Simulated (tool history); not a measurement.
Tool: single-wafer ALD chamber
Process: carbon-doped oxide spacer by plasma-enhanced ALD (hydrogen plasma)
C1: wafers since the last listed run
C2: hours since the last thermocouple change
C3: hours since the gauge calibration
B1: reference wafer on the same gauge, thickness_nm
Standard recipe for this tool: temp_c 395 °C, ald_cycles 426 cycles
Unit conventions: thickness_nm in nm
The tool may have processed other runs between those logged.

run 1 hour=0.0 | temp_c=395 ald_cycles=426 | C1=0 C2=760.2 C3=1385.7 | B1=17.095 | thickness_nm=17.729
run 2 hour=91.6 | temp_c=395 ald_cycles=426 | C1=105 C2=851.8 C3=1477.3 | B1=17.113 | thickness_nm=17.804
run 3 hour=132.0 | temp_c=395 ald_cycles=426 | C1=46 C2=892.2 C3=1517.7 | B1=17.131 | thickness_nm=17.776
run 4 hour=239.8 | temp_c=385 ald_cycles=463 | C1=124 C2=1000.0 C3=1625.5 | B1=17.154 | thickness_nm=19.360
run 5 hour=297.1 | temp_c=385 ald_cycles=463 | C1=66 C2=1057.3 C3=1682.8 | B1=17.185 | thickness_nm=19.435
run 6 hour=333.5 | temp_c=402 ald_cycles=426 | C1=42 C2=1093.7 C3=1719.2 | B1=17.186 | thickness_nm=17.740
run 7 hour=377.3 | temp_c=395 ald_cycles=426 | C1=50 C2=1137.5 C3=1763.0 | B1=17.209 | thickness_nm=17.852
run 8 hour=426.8 | temp_c=395 ald_cycles=426 | C1=57 C2=1187.0 C3=1812.5 | B1=17.210 | thickness_nm=17.908
run 9 hour=471.4 | temp_c=395 ald_cycles=426 | C1=51 C2=1231.6 C3=1857.1 | B1=17.209 | thickness_nm=17.952
-- hour=513.4 thermocouple changed; heater temperature recalibrated
-- hour=513.6 gauge calibrated
run 10 hour=551.1 | temp_c=395 ald_cycles=426 | C1=82 C2=37.7 C3=37.5 | B1=16.889 | thickness_nm=17.601
run 11 hour=653.2 | temp_c=395 ald_cycles=485 | C1=118 C2=139.8 C3=139.6 | B1=16.881 | thickness_nm=19.937
run 12 hour=739.0 | temp_c=395 ald_cycles=485 | C1=99 C2=225.6 C3=225.4 | B1=16.887 | thickness_nm=19.987
run 13 hour=780.3 | temp_c=395 ald_cycles=485 | C1=47 C2=266.9 C3=266.7 | B1=16.912 | thickness_nm=20.074
run 14 hour=858.9 | temp_c=395 ald_cycles=361 | C1=90 C2=345.5 C3=345.3 | B1=16.902 | thickness_nm=14.834
run 15 hour=928.2 | temp_c=395 ald_cycles=361 | C1=80 C2=414.8 C3=414.6 | B1=16.914 | thickness_nm=14.917
run 16 hour=1028.3 | temp_c=395 ald_cycles=388 | C1=115 C2=514.9 C3=514.7 | B1=16.893 | thickness_nm=16.025
run 17 hour=1136.2 | temp_c=395 ald_cycles=388 | C1=124 C2=622.8 C3=622.6 | B1=16.928 | thickness_nm=16.017
run 18 hour=1197.2 | temp_c=395 ald_cycles=388 | C1=70 C2=683.8 C3=683.6 | B1=16.920 | thickness_nm=16.001
run 19 hour=1240.0 | temp_c=395 ald_cycles=426 | C1=49 C2=726.6 C3=726.4 | B1=16.952 | thickness_nm=17.564
run 20 hour=1299.0 | temp_c=395 ald_cycles=426 | C1=68 C2=785.6 C3=785.4 | B1=16.945 | thickness_nm=17.636
run 21 hour=1355.8 | temp_c=395 ald_cycles=426 | C1=65 C2=842.4 C3=842.2 | B1=16.957 | thickness_nm=17.661
run 22 hour=1419.3 | temp_c=395 ald_cycles=426 | C1=73 C2=905.9 C3=905.7 | B1=16.960 | thickness_nm=17.652
run 23 hour=1481.4 | temp_c=395 ald_cycles=426 | C1=71 C2=968.0 C3=967.8 | B1=16.999 | thickness_nm=17.647
run 24 hour=1576.4 | temp_c=404 ald_cycles=426 | C1=109 C2=1063.0 C3=1062.8 | B1=16.988 | thickness_nm=17.403
-- hour=1622.0 thermocouple changed; heater temperature recalibrated
run 25 hour=1669.4 | temp_c=404 ald_cycles=426 | C1=98 C2=47.4 C3=1155.8 | B1=17.001 | thickness_nm=17.385
run 26 hour=1754.8 | temp_c=386 ald_cycles=385 | C1=98 C2=132.8 C3=1241.2 | B1=17.010 | thickness_nm=16.010
run 27 hour=1821.7 | temp_c=395 ald_cycles=426 | C1=77 C2=199.7 C3=1308.1 | B1=17.046 | thickness_nm=17.665
run 28 hour=1859.4 | temp_c=395 ald_cycles=426 | C1=43 C2=237.4 C3=1345.8 | B1=17.050 | thickness_nm=17.735
run 29 hour=1963.6 | temp_c=405 ald_cycles=399 | C1=120 C2=341.6 C3=1450.0 | B1=17.063 | thickness_nm=16.359
run 30 hour=2019.4 | temp_c=399 ald_cycles=367 | C1=64 C2=397.4 C3=1505.8 | B1=17.064 | thickness_nm=15.304
run 31 hour=2108.3 | temp_c=385 ald_cycles=367 | C1=102 C2=486.3 C3=1594.7 | B1=17.124 | thickness_nm=15.376
run 32 hour=2184.5 | temp_c=395 ald_cycles=426 | C1=88 C2=562.5 C3=1670.9 | B1=17.111 | thickness_nm=17.825
-- hour=2186.9 gauge calibrated
run 33 hour=2256.6 | temp_c=395 ald_cycles=474 | C1=83 C2=634.6 C3=69.7 | B1=16.906 | thickness_nm=19.524
run 34 hour=2320.0 | temp_c=395 ald_cycles=426 | C1=73 C2=698.0 C3=133.1 | B1=16.938 | thickness_nm=17.606
run 35 hour=2387.9 | temp_c=385 ald_cycles=462 | C1=78 C2=765.9 C3=201.0 | B1=16.929 | thickness_nm=19.059
run 36 hour=2495.3 | temp_c=395 ald_cycles=506 | C1=124 C2=873.3 C3=308.4 | B1=16.948 | thickness_nm=20.811
run 37 hour=2541.4 | temp_c=395 ald_cycles=426 | C1=53 C2=919.4 C3=354.5 | B1=16.920 | thickness_nm=17.630
run 38 hour=2587.0 | temp_c=387 ald_cycles=426 | C1=52 C2=965.0 C3=400.1 | B1=16.947 | thickness_nm=17.617
run 39 hour=2668.9 | temp_c=409 ald_cycles=475 | C1=94 C2=1046.9 C3=482.0 | B1=16.919 | thickness_nm=19.015
run 40 hour=2724.5 | temp_c=407 ald_cycles=470 | C1=64 C2=1102.5 C3=537.6 | B1=16.961 | thickness_nm=18.945
-- hour=2761.6 thermocouple changed; heater temperature recalibrated
run 41 hour=2795.7 | temp_c=395 ald_cycles=426 | C1=73 C2=34.1 C3=608.8 | B1=16.945 | thickness_nm=17.564
run 42 hour=2836.5 | temp_c=395 ald_cycles=365 | C1=47 C2=74.9 C3=649.6 | B1=16.976 | thickness_nm=15.111
run 43 hour=2935.0 | temp_c=391 ald_cycles=426 | C1=113 C2=173.4 C3=748.1 | B1=16.974 | thickness_nm=17.668
run 44 hour=3023.4 | temp_c=381 ald_cycles=492 | C1=102 C2=261.8 C3=836.5 | B1=16.970 | thickness_nm=20.302

Predict each of these 4 candidate next runs independently; none follows another, all start after run 44:
run A hour=3024.5 | temp_c=395 ald_cycles=426 | C1=1 C2=262.9 C3=837.6 | B1=? | thickness_nm=?
run B hour=3024.5 | temp_c=399 ald_cycles=376 | C1=1 C2=262.9 C3=837.6 | B1=? | thickness_nm=?
run C hour=3024.5 | temp_c=380 ald_cycles=399 | C1=1 C2=262.9 C3=837.6 | B1=? | thickness_nm=?
run D hour=3024.5 | temp_c=395 ald_cycles=482 | C1=1 C2=262.9 C3=837.6 | B1=? | thickness_nm=?

run=A B1=16.991 thickness_nm=17.587
run=B B1=16.991 thickness_nm=15.523
run=C B1=16.991 thickness_nm=16.472
run=D B1=16.991 thickness_nm=19.899
Without the tool's hidden state the same runs would have given:
run=A thickness_nm=17.505
run=B thickness_nm=15.451
run=C thickness_nm=16.396
run=D thickness_nm=19.807
